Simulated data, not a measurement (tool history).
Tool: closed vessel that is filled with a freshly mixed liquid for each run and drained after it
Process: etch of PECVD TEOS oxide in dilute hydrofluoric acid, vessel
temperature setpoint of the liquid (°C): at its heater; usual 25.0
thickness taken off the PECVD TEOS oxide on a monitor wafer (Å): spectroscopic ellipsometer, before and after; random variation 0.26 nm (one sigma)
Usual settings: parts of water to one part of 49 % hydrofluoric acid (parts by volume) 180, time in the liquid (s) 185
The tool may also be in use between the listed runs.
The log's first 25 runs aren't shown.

| run | hour | temperature setpoint of the liquid (°C) | parts of water to one part of 49 % hydrofluoric acid (parts by volume) | time in the liquid (s) | wafers since the last listed run | hours since the thermometer was replaced | hours since the hydrofluoric acid flow meter was replaced | hours since the gauge calibration | read-back film thickness of the PECVD TEOS oxide reference wafer, read on the same gauge (nm) | thickness taken off the PECVD TEOS oxide on a monitor wafer (Å) |
|---|---|---|---|---|---|---|---|---|---|---|
| 26 | 1273.4 | 27.5 | 210 | 130 | 7457 | 554.0 | 639.5 | 673.8 | 70.02 | 167.2 |
| 27 | 1338.5 | 21.5 | 120 | 185 | 8038 | 619.1 | 704.6 | 738.9 | 69.99 | 363.5 |
| 28 | 1368.4 | 22.0 | 180 | 240 | 3691 | 649.0 | 734.5 | 768.8 | 70.01 | 301.6 |
| 29 | 1422.3 | 30.0 | 130 | 185 | 6655 | 702.9 | 788.4 | 822.7 | 69.99 | 463.5 |
| 30 | 1464.0 | 25.0 | 180 | 185 | 5148 | 744.6 | 830.1 | 864.4 | 70.00 | 258.1 |
| 31 | 1503.1 | 28.0 | 180 | 110 | 4827 | 783.7 | 869.2 | 903.5 | 70.02 | 169.5 |
| 32 | 1544.2 | 25.0 | 180 | 185 | 5074 | 824.8 | 910.3 | 944.6 | 70.00 | 256.7 |
| 33 | 1605.5 | 25.0 | 180 | 185 | 7568 | 886.1 | 971.6 | 1005.9 | 70.01 | 253.7 |
| 34 | 1637.7 | 25.0 | 180 | 185 | 3975 | 918.3 | 1003.8 | 1038.1 | 70.00 | 257.2 |

Forecast each of these 3 alternatives for the next run:
| A | 1638.4 | 25.0 | 180 | 185 | 86 | 919.0 | 1004.5 | 1038.8 | ? | ? |
| B | 1638.4 | 20.5 | 180 | 100 | 86 | 919.0 | 1004.5 | 1038.8 | ? | ? |
| C | 1638.4 | 21.5 | 255 | 185 | 86 | 919.0 | 1004.5 | 1038.8 | ? | ? |

| run | read-back film thickness of the PECVD TEOS oxide reference wafer, read on the same gauge (nm) | thickness taken off the PECVD TEOS oxide on a monitor wafer (Å) |
|---|---|---|
| A | 70.03 | 260.9 |
| B | 70.03 | 119.0 |
| C | 70.03 | 149.5 |
Without the tool's hidden state the same runs would have given:
| run | thickness taken off the PECVD TEOS oxide on a monitor wafer (Å) |
|---|---|
| A | 273.7 |
| B | 124.7 |
| C | 157.1 |

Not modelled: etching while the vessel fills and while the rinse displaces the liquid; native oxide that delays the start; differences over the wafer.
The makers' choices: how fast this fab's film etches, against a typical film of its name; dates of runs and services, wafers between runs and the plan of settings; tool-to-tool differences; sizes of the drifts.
